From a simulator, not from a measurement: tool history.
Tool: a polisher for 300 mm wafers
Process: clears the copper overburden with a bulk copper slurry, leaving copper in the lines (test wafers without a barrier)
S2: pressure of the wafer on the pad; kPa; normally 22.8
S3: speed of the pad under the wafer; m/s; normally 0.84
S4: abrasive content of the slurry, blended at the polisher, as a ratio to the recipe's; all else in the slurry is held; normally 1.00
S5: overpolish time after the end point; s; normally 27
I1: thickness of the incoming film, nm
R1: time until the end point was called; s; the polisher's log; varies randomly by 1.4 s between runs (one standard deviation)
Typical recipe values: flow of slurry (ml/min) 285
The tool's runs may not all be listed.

Run 1, hour 0.0: usual settings but S3 1.02 m/s; I1 980.2. Result: R1 100.2 s.
At hour 17.5: slurry blender recalibrated.
Run 2, hour 27.7: usual settings but S3 1.02 m/s; I1 1006.1. Result: R1 104.4 s.
At hour 78.9: head pressure recalibrated.
Run 3, hour 83.4: usual settings but S2 25.5 kPa, S3 0.72 m/s; I1 997.7. Result: R1 123.4 s.
Run 4, hour 142.7: usual settings; I1 990.8. Result: R1 123.3 s.
Run 5, hour 179.6: usual settings; I1 990.8. Result: R1 125.1 s.
At hour 191.8: slurry nozzle cleaned.
Run 6, hour 233.5: usual settings; I1 991.0. Result: R1 109.4 s.
At hour 243.8: worn pad replaced by a new one.
Run 7, hour 270.4: usual settings but flow of slurry (ml/min) 260; I1 993.9. Result: R1 113.1 s.
Run 8, hour 316.9: usual settings but flow of slurry (ml/min) 260; I1 998.1. Result: R1 112.6 s.
At hour 343.6: slurry blender recalibrated.
Run 9, hour 385.1: usual settings; I1 1001.9. Result: R1 112.3 s.
Run 10, hour 454.8: usual settings but flow of slurry (ml/min) 210; I1 980.4. Result: R1 116.5 s.
At hour 481.7: head pressure recalibrated.
Run 11, hour 503.5: usual settings but flow of slurry (ml/min) 220, S4 1.25; I1 978.5. Result: R1 109.7 s.
Run 12, hour 550.8: usual settings; I1 1005.8. Result: R1 115.7 s.
Run 13, hour 602.9: usual settings but S3 0.76 m/s; I1 989.9. Result: R1 118.7 s.
At hour 614.7: worn pad replaced by a new one.
Run 14, hour 637.7: usual settings but S4 1.30; I1 1006.8. Result: R1 108.6 s.
Run 15, hour 671.3: usual settings but S2 29.0 kPa, S5 14 s; I1 996.9. Result: R1 95.1 s.
Run 16, hour 722.9: usual settings but S2 28.3 kPa; I1 999.2. Result: R1 98.7 s.
At hour 727.0: slurry blender recalibrated.
Run 17, hour 763.4: usual settings; I1 987.4. Result: R1 114.2 s.
Run 18, hour 815.2: usual settings but S3 0.62 m/s; I1 987.3. Result: R1 137.5 s.
Run 19, hour 850.7: usual settings but S4 0.70; I1 992.4. Result: R1 124.6 s.
Run 20, hour 912.6: usual settings; I1 988.0. Result: R1 116.7 s.
At hour 930.5: head pressure recalibrated.
Run 21, hour 937.8: usual settings but S3 1.00 m/s, S4 0.80, S5 36 s; I1 995.7. Result: R1 108.1 s.
At hour 976.0: worn pad replaced by a new one.
Run 22, hour 988.3: usual settings but S4 0.80; I1 993.6. Result: R1 123.4 s.
At hour 997.2: slurry nozzle cleaned.
Run 23, hour 1035.3: usual settings but S4 0.90; I1 992.3. Result: R1 115.2 s.
Run 24, hour 1071.4: usual settings; I1 994.3. Result: R1 111.1 s.
Run 25, hour 1129.4: usual settings but S5 37 s; I1 1000.8. Result: R1 112.7 s.
At hour 1133.7: slurry blender recalibrated.
Run 26, hour 1163.7: usual settings; I1 993.5. Result: R1 112.7 s.
Run 27, hour 1200.9: usual settings but flow of slurry (ml/min) 340, S3 0.58 m/s, S4 0.90; I1 1001.3. Result: R1 141.1 s.
Run 28, hour 1258.6: usual settings but flow of slurry (ml/min) 335; I1 995.6. Result: R1 107.7 s.
At hour 1298.2: worn pad replaced by a new one.
Run 29, hour 1320.2: usual settings; I1 998.1. Result: R1 113.7 s.

Some steps in R1 between neighbouring runs. How much of each would the tool show without its hidden state too (settings, what came in, random variation), and how much is left for the hidden state, with any gauge scatter that isn't in both results?
The tool's hidden condition here consists of: removal rate lost through wear of the pad, %; slurry flow missing at the pad, %; deviation of the head's pressure from its setpoint, %; abrasive missing from the slurry, %.
Run 5 -> 6: slurry nozzle cleaned. R1 -15.7 s: hidden state -14.8, all else -0.9.
Run 22 -> 23: S4 0.80 -> 0.90, slurry nozzle cleaned. R1 -8.2 s: hidden state -7.4, all else -0.8.
Run 26 -> 27: flow of slurry (ml/min) 285 -> 340, S3 0.84 -> 0.58, S4 1.00 -> 0.90. R1 +28.4 s: hidden state +0.1, all else +28.3.
Run 27 -> 28: flow of slurry (ml/min) 340 -> 335, S3 0.58 -> 0.84, S4 0.90 -> 1.00. R1 -33.4 s: hidden state +0.0, all else -33.4.
